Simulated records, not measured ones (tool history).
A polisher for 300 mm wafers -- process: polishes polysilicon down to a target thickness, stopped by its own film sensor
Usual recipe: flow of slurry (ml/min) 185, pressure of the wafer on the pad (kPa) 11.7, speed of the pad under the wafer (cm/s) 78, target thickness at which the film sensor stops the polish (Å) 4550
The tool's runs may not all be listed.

run   hour  flow of slurry (ml/min)  pressure of the wafer on the pad (kPa)  speed of the pad under the wafer (cm/s)  target thickness at which the film sensor stops the polish (Å)  wafers since the last listed run  wafers polished on this pad  hours since the slurry nozzle was cleaned  hours since the head pressure was calibrated  incoming thickness of the incoming film, nm  time until the film sensor stopped the polish (s)
  1      0                      215                                    13.8                                       78                                                            4550                                 0                          636                                      203.8                                         651.8                                        779.3                                               75.3
  2   11.8                      185                                    11.7                                       78                                                            4550                               152                          789                                      215.6                                         663.6                                        783.4                                                 93
      16.3  -- worn pad replaced by a new one
  3   25.3                      185                                    11.7                                       78                                                            4550                               122                          116                                      229.1                                         677.1                                        783.5                                               89.2
  4   37.8                      185                                    11.7                                       78                                                            4550                               161                          278                                      241.6                                         689.6                                        782.2                                               91.3
  5   55.7                      185                                    11.7                                       78                                                            4550                               231                          510                                      259.5                                         707.5                                        788.7                                               94.4
  6     72                      185                                    11.7                                       78                                                            4550                               210                          721                                      275.8                                         723.8                                        780.7                                               92.5
      82.1  -- worn pad replaced by a new one
  7   85.6                      185                                    11.7                                       78                                                            4550                               124                           45                                      289.4                                         737.4                                        770.6                                               86.5
  8  100.6                      185                                    11.7                                       78                                                            4550                               194                          239                                      304.4                                         752.4                                        791.8                                               93.8
  9  112.8                      135                                    11.7                                       64                                                            4550                               157                          397                                      316.6                                         764.6                                        764.3                                                110
 10  124.5                      185                                    11.7                                       78                                                            4550                               151                          549                                      328.3                                         776.3                                        776.2                                               90.7
 11  137.9                      185                                    11.7                                       78                                                            4550                               173                          722                                      341.7                                         789.7                                        782.7                                               92.1
     152.4  -- worn pad replaced by a new one
 12  152.9                      185                                    11.7                                       78                                                            4550                               142                            6                                      356.7                                         804.7                                        779.6                                               87.6
 13    162                      185                                    11.7                                       78                                                            4550                               117                          124                                      365.8                                         813.8                                        784.4                                               89.3
 14  171.4                      185                                    11.7                                       78                                                            4550                               121                          246                                      375.2                                         823.2                                        763.4                                               82.3
 15  200.3                      185                                     8.3                                       52                                                            3430                               374                          620                                      404.1                                         852.1                                        782.8                                              255.9
 16  211.8                      185                                    11.7                                       78                                                            4550                               148                          769                                      415.6                                         863.6                                        786.5                                               95.5
     215.3  -- slurry nozzle cleaned
     216.9  -- worn pad replaced by a new one
 17  219.1                      185                                    11.7                                       78                                                            3850                                60                           27                                        3.8                                         870.9                                        785.9                                              109.5
 18  227.3                      185                                    15.2                                       70                                                            4550                               106                          134                                         12                                         879.1                                        767.3                                               72.2
 19  237.8                      185                                    11.7                                       52                                                            4030                               135                          269                                       22.5                                         889.6                                        782.1                                              159.1
 20  263.2                      130                                     7.6                                       78                                                            4550                               328                          598                                       47.9                                           915                                        772.9                                              150.7
 21  274.3                      185                                    11.7                                       78                                                            4550                               143                          742                                         59                                         926.1                                        781.6                                               92.9
     280.6  -- head pressure recalibrated
 22  286.5                      125                                     9.7                                       60                                                            5400                               132                          874                                       71.2                                           5.9                                        785.2                                              116.8
     290.8  -- worn pad replaced by a new one
 23  298.1                      240                                    13.8                                       78                                                            4550                                98                           95                                       82.8                                          17.5                                        768.2                                               69.9
 24    306                      185                                    11.7                                       78                                                            4550                               102                          197                                       90.7                                          25.4                                        791.7                                               92.6
 25  315.6                      185                                    11.7                                       78                                                            4550                               124                          321                                      100.3                                            35                                        772.6                                               88.2
 26  321.8                      220                                     9.7                                       64                                                            4550                                80                          401                                      106.5                                          41.2                                        782.6                                              133.3
 27  333.8                      245                                    10.3                                       50                                                            5410                               155                          557                                      118.5                                          53.2                                        767.5                                              104.8
 28  351.7                      185                                    15.9                                       70                                                            4550                               231                          788                                      136.4                                          71.1                                        778.7                                               75.4
     357.5  -- worn pad replaced by a new one
 29  368.5                      185                                    11.7                                       78                                                            4550                               165                          142                                      153.2                                          87.9                                        781.9                                                 88

Selected run-to-run steps in time until the film sensor stopped the polish (s), each split into two signed amounts: the part the tool would show with no hidden state at all (from settings, incoming material and random variation), and the remainder, which goes to the hidden state together with any gauge scatter not common to the measured and the hidden-state-free results:
Unlogged tool condition in this case: removal rate lost through wear of the pad, %; slurry flow missing at the pad, %; deviation of the head's pressure from its setpoint, %.
Run 14 -> 15: pressure of the wafer on the pad (kPa) 11.7 -> 8.3, speed of the pad under the wafer (cm/s) 78 -> 52, target thickness at which the film sensor stops the polish (Å) 4550 -> 3430. time until the film sensor stopped the polish (s) +173.6: hidden state +11.4, all else +162.2.
Run 15 -> 16: pressure of the wafer on the pad (kPa) 8.3 -> 11.7, speed of the pad under the wafer (cm/s) 52 -> 78, target thickness at which the film sensor stops the polish (Å) 3430 -> 4550. time until the film sensor stopped the polish (s) -160.4: hidden state -7.1, all else -153.3.
Run 22 -> 23: flow of slurry (ml/min) 125 -> 240, pressure of the wafer on the pad (kPa) 9.7 -> 13.8, speed of the pad under the wafer (cm/s) 60 -> 78, target thickness at which the film sensor stops the polish (Å) 5400 -> 4550, worn pad replaced by a new one. time until the film sensor stopped the polish (s) -46.9: hidden state -8.4, all else -38.5.
